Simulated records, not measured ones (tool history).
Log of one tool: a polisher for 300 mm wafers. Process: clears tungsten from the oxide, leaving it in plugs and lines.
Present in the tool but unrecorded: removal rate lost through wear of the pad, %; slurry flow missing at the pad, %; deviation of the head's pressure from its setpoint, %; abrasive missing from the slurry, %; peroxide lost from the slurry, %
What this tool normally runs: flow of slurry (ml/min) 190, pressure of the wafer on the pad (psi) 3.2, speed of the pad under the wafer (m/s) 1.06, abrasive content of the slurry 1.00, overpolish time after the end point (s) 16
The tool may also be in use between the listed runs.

run    hour  flow of slurry (ml/min)  pressure of the wafer on the pad (psi)  speed of the pad under the wafer (m/s)  abrasive content of the slurry  overpolish time after the end point (s)  wafers since the last listed run  wafers polished on this pad  hours since the slurry nozzle was cleaned  hours since the head pressure was calibrated  hours since the slurry blender was calibrated  hours since the slurry got fresh peroxide  incoming thickness of the incoming film, nm  time until the end point was called (s)
  1     0.0                      190                                     3.2                                    1.06                            1.00                                       16                                 0                         1450                                      575.3                                         725.7                                          283.6                                       75.6                                        374.4                                     89.3
  2    57.0                      190                                     3.2                                    1.34                            1.00                                       21                               681                         2132                                      632.3                                         782.7                                          340.6                                      132.6                                        370.1                                     71.1
       87.5  -- slurry blender recalibrated
       93.2  -- slurry nozzle cleaned
  3   136.3                      160                                     3.2                                    1.26                            1.00                                       16                               912                         3045                                       43.1                                         862.0                                           48.8                                      211.9                                        370.9                                     76.5
  4   226.1                      160                                     3.2                                    1.26                            1.00                                       16                              1074                         4119                                      132.9                                         951.8                                          138.6                                      301.7                                        371.5                                     75.8
  5   263.5                      150                                     3.2                                    1.06                            1.00                                       16                               447                         4566                                      170.3                                         989.2                                          176.0                                      339.1                                        371.9                                     90.9
      273.8  -- worn pad replaced by a new one
  6   314.9                      150                                     3.2                                    1.06                            1.00                                       16                               566                          492                                      221.7                                        1040.6                                          227.4                                      390.5                                        366.5                                     91.5
      323.9  -- slurry tank refilled with fresh slurry and peroxide
      408.1  -- slurry blender recalibrated
  7   612.6                      170                                     3.2                                    1.06                            1.00                                       16                              3524                         4017                                      519.4                                        1338.3                                          204.5                                      288.7                                        370.9                                     89.4
      639.9  -- worn pad replaced by a new one
      646.1  -- head pressure recalibrated
  8   661.4                      170                                     3.2                                    1.06                            1.00                                       16                               511                          232                                      568.2                                          15.3                                          253.3                                      337.5                                        369.6                                     83.0
  9   697.6                      190                                     3.2                                    1.06                            1.00                                       16                               432                          665                                      604.4                                          51.5                                          289.5                                      373.7                                        374.8                                     83.8
      744.4  -- slurry tank refilled with fresh slurry and peroxide
      809.0  -- slurry nozzle cleaned
 10   812.5                      190                                     3.2                                    1.06                            1.00                                       16                              1350                         2016                                        3.5                                         166.4                                          404.4                                       68.1                                        375.4                                     88.5
      823.5  -- slurry blender recalibrated
 11   916.5                      235                                     3.2                                    1.06                            0.80                                       10                              1220                         3236                                      107.5                                         270.4                                           93.0                                      172.1                                        373.3                                     89.7
     1004.1  -- worn pad replaced by a new one
 12  1011.5                      190                                     3.2                                    1.06                            1.00                                        6                              1088                           88                                      202.5                                         365.4                                          188.0                                      267.1                                        366.7                                     87.2
     1092.3  -- slurry tank refilled with fresh slurry and peroxide
 13  1100.0                      190                                     3.2                                    1.06                            1.00                                       16                              1046                         1135                                      291.0                                         453.9                                          276.5                                        7.7                                        367.0                                     86.4
     1155.9  -- slurry blender recalibrated
 14  1159.2                      190                                     3.2                                    1.06                            1.00                                       16                               684                         1819                                      350.2                                         513.1                                            3.3                                       66.9                                        370.3                                     86.6
 15  1260.9                      155                                     4.0                                    0.72                            1.00                                       16                              1216                         3036                                      451.9                                         614.8                                          105.0                                      168.6                                        372.8                                    117.6
 16  1357.7                      250                                     4.1                                    1.06                            1.00                                       12                              1157                         4193                                      548.7                                         711.6                                          201.8                                      265.4                                        367.4                                     73.8
     1401.1  -- worn pad replaced by a new one
 17  1432.4                      190                                     2.9                                    1.06                            1.00                                       16                               845                          374                                      623.4                                         786.3                                          276.5                                      340.1                                        370.3                                     94.2
     1441.5  -- slurry tank refilled with fresh slurry and peroxide
 18  1504.4                      190                                     4.0                                    1.06                            1.00                                       16                               849                         1223                                      695.4                                         858.3                                          348.5                                       62.9                                        374.4                                     78.2
     1543.6  -- slurry blender recalibrated
     1585.3  -- slurry nozzle cleaned
 19  1611.4                      190                                     3.5                                    1.06                            1.20                                       16                              1243                         2467                                       26.1                                         965.3                                           67.8                                      169.9                                        369.6                                     83.6
 20  1672.4                      190                                     3.2                                    1.06                            1.00                                       16                               729                         3197                                       87.1                                        1026.3                                          128.8                                      230.9                                        374.3                                     89.7
     1765.4  -- worn pad replaced by a new one
 21  1833.2                      190                                     3.2                                    0.70                            0.75                                       16                              1875                          811                                      247.9                                        1187.1                                          289.6                                      391.7                                        376.1                                    147.4

3 options for the next run, each taken on its own from the tool as it stands now. Forecast them:
  A  1833.6                      190                                     2.5                                    1.06                            1.00                                       16                                 4                          816                                      248.3                                        1187.5                                          290.0                                      392.1                                        371.9                                        ?
  B  1833.6                      245                                     3.9                                    0.70                            1.15                                       16                                 4                          816                                      248.3                                        1187.5                                          290.0                                      392.1                                        371.9                                        ?
  C  1833.6                      170                                     2.7                                    1.06                            1.00                                       16                                 4                          816                                      248.3                                        1187.5                                          290.0                                      392.1                                        371.9                                        ?

run  time until the end point was called (s)
  A                                    106.8
  B                                    115.8
  C                                    104.2
Without the tool's hidden state the same runs would have given:
run  time until the end point was called (s)
  A                                     98.4
  B                                    106.7
  C                                     96.0
